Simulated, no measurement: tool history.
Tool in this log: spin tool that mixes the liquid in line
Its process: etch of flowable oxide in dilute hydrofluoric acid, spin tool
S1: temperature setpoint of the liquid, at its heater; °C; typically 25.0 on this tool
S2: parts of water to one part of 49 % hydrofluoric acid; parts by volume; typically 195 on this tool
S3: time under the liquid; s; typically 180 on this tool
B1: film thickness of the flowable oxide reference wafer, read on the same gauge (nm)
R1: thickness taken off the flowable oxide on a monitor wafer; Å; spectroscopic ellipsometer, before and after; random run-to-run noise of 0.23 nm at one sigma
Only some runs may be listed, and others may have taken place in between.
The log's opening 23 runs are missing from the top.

Run 24, day 80.050: usual settings but S1 22.0 °C, S3 95 s; B1 50.01. Result: R1 250.9 Å.
Run 25, day 82.712: usual settings; B1 49.98. Result: R1 539.7 Å.
Run 26, day 86.133: usual settings; B1 50.00. Result: R1 535.8 Å.
Run 27, day 87.979: usual settings but S2 250 parts by volume, S3 285 s; B1 50.01. Result: R1 633.3 Å.
Run 28, day 89.671: usual settings; B1 50.00. Result: R1 545.5 Å.
At day 91.575: hydrofluoric acid flow meter replaced.
Run 29, day 93.388: usual settings but S1 23.5 °C, S2 290 parts by volume, S3 135 s; B1 50.00. Result: R1 226.9 Å.
Run 30, day 97.058: usual settings; B1 50.01. Result: R1 527.2 Å.
Run 31, day 100.571: usual settings but S1 23.0 °C, S3 245 s; B1 50.00. Result: R1 677.6 Å.
Run 32, day 103.375: usual settings but S1 27.0 °C, S2 160 parts by volume, S3 275 s; B1 49.99. Result: R1 1108.4 Å.
Run 33, day 105.558: usual settings but S2 120 parts by volume, S3 255 s; B1 49.97. Result: R1 1345.7 Å.
At day 112.888: thermometer replaced.
Run 34, day 114.654: usual settings; B1 49.99. Result: R1 516.5 Å.

Each row is a separate what-if for the run after 34, all from the same tool condition, not one after another. Results?
Run A, day 114.675: usual settings but S3 135 s; B1 ?. Result: R1 ?.
Run B, day 114.675: usual settings but S1 29.0 °C, S3 240 s; B1 ?. Result: R1 ?.
Run C, day 114.675: usual settings but S1 29.0 °C, S2 145 parts by volume; B1 ?. Result: R1 ?.

run     B1     R1
  A  50.00  387.1
  B  50.00  794.3
  C  50.00  852.4
Without the tool's unlogged condition, the same runs would have read:
run     R1
  A  377.6
  B  774.8
  C  831.8

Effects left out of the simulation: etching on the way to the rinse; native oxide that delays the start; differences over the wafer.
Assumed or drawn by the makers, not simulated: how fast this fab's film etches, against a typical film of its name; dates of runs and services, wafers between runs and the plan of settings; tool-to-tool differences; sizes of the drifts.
